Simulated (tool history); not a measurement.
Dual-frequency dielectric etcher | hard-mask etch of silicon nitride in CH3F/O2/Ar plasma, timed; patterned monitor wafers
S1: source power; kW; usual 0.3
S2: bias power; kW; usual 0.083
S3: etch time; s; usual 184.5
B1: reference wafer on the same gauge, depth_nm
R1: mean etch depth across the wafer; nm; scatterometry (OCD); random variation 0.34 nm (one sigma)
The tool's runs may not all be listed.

Run 1, hour 0: usual settings but S2 0.067 kW; B1 109. Result: R1 101.2 nm.
Run 2, hour 33.2: usual settings but S2 0.067 kW; B1 108.9. Result: R1 101.1 nm.
At hour 34.1: gauge calibrated.
Run 3, hour 66: usual settings but S2 0.067 kW; B1 109. Result: R1 100.5 nm.
Run 4, hour 131.7: usual settings but S3 213 s; B1 108.9. Result: R1 132.6 nm.
Run 5, hour 308.4: usual settings but S3 213 s; B1 109. Result: R1 131.4 nm.
Run 6, hour 338.4: usual settings but S3 213 s; B1 109. Result: R1 132.3 nm.
Run 7, hour 369.1: usual settings; B1 109. Result: R1 114.1 nm.
Run 8, hour 417.6: usual settings; B1 109. Result: R1 113.8 nm.
At hour 446.3: wet clean of the chamber.
Run 9, hour 489.2: usual settings; B1 109.1. Result: R1 114.7 nm.
Run 10, hour 515.6: usual settings; B1 109.1. Result: R1 115 nm.
At hour 587.3: upper electrode replaced, of another model than before.
At hour 590.7: bias power generator calibrated.
Run 11, hour 591.2: usual settings; B1 109. Result: R1 114.8 nm.
At hour 679: gauge calibrated.
Run 12, hour 738.5: usual settings but S1 0.33 kW, S2 0.097 kW; B1 108.9. Result: R1 124.2 nm.
Run 13, hour 765.5: usual settings but S2 0.07 kW; B1 109.1. Result: R1 106.5 nm.
Run 14, hour 807: usual settings but S1 0.34 kW; B1 109.1. Result: R1 116.3 nm.
Run 15, hour 833.5: usual settings but S3 213 s; B1 108.9. Result: R1 130.8 nm.
At hour 880.7: wet clean of the chamber.
Run 16, hour 896.2: usual settings; B1 108.9. Result: R1 114.7 nm.
At hour 918.1: source power generator calibrated.
Run 17, hour 963.5: usual settings; B1 109. Result: R1 115.1 nm.
Run 18, hour 1002.4: usual settings but S1 0.36 kW; B1 108.9. Result: R1 119.1 nm.
Run 19, hour 1033.4: usual settings but S1 0.25 kW; B1 109.1. Result: R1 110.7 nm.
Run 20, hour 1088.7: usual settings; B1 109.1. Result: R1 114.8 nm.
Run 21, hour 1160.2: usual settings but S2 0.094 kW; B1 109. Result: R1 120.7 nm.
Run 22, hour 1198.7: usual settings but S2 0.063 kW, S3 232.5 s; B1 109. Result: R1 127.8 nm.

5 ways to go on from here, each from the tool as it stands after run 22. What would each give?
Run A, hour 1199.2: usual settings but S3 142.5 s; B1 ?. Result: R1 ?.
Run B, hour 1199.2: usual settings but S1 0.26 kW; B1 ?. Result: R1 ?.
Run C, hour 1199.2: usual settings but S1 0.37 kW, S3 237.5 s; B1 ?. Result: R1 ?.
Run D, hour 1199.2: usual settings but S1 0.23 kW, S3 169 s; B1 ?. Result: R1 ?.
Run E, hour 1199.2: usual settings but S2 0.076 kW, S3 240 s; B1 ?. Result: R1 ?.

run   B1     R1
  A  109   87.8
  B  109  110.7
  C  109  152.9
  D  109   99.2
  E  109  142.4
Without the tool's hidden state the same runs would have given:
run     R1
  A   88.9
  B    112
  C  154.8
  D  100.4
  E  144.2
